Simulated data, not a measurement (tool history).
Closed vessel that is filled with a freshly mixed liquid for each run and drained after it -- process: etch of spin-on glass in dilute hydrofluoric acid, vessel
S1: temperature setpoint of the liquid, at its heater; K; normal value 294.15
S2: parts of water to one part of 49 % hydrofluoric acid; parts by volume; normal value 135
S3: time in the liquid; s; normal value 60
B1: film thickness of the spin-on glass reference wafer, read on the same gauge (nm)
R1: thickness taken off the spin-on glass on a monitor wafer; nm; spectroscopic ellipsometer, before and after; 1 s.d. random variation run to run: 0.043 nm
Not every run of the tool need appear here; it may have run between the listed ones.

run	hour	S1	S2	S3	B1	R1
1	0	294.15	160	60	100.05	7.79
2	43.5	294.15	135	60	100.01	9.41
3	79.1	294.15	135	60	99.94	9.44
4	190.1	294.15	135	60	99.99	9.37
5	219.6	294.15	135	60	100.04	9.39
# hour 238.1: gauge calibrated
6	273.9	294.15	135	60	100.01	9.43
7	300.7	294.15	135	60	100	9.33
# hour 356.5: hydrofluoric acid flow meter replaced
8	365.2	294.15	135	60	100.02	9.81
9	419.7	294.15	135	60	100	9.76
10	468.4	294.15	135	60	100	9.74
11	536.6	294.15	135	60	100.02	9.72
12	581.4	291.15	180	60	99.97	6.14
13	620.2	298.15	155	40	99.99	6.4
14	684.5	298.15	115	45	99.96	10.22
# hour 750.2: thermometer replaced
15	750.7	294.15	135	60	99.98	10.14
16	777.7	294.15	200	60	100	6.38
17	821.1	294.15	135	60	100.01	10.07
18	847.3	294.15	170	70	99.99	9
19	915.3	291.15	155	30	99.97	3.79
20	951.1	296.65	135	60	100	11.07
21	993.5	290.15	135	60	100.02	8.5
22	1054	297.65	185	35	100.02	4.61
23	1100.2	294.15	190	60	100	6.7
24	1171.5	291.15	65	60	100.03	19.76
25	1216.1	294.15	135	60	100.03	9.97
26	1274.5	294.15	100	60	100.03	13.87
27	1329.1	291.15	105	75	100.06	14.51
28	1401.1	292.65	75	40	99.97	11.88
29	1441	294.15	135	60	100.02	9.8
30	1494.7	298.65	135	35	100.01	6.82
31	1565.5	294.15	135	60	100.04	9.78
32	1612.1	294.15	190	70	100.01	7.62
33	1644.5	297.15	170	90	100	12.55
34	1705.1	298.65	115	40	99.99	9.34

Each row is a separate what-if for the run after 34, all from the same tool condition, not one after another. Results?
A	1705.8	297.15	135	60	?	?
B	1705.8	296.15	75	60	?	?
C	1705.8	292.65	135	40	?	?
D	1705.8	291.65	170	50	?	?

run	B1	R1
A	99.98	10.89
B	99.98	20.28
C	99.98	6.08
D	99.98	5.59
Without the tool's unlogged condition, the same runs would have read:
run	R1
A	11.53
B	21.44
C	6.43
D	5.92
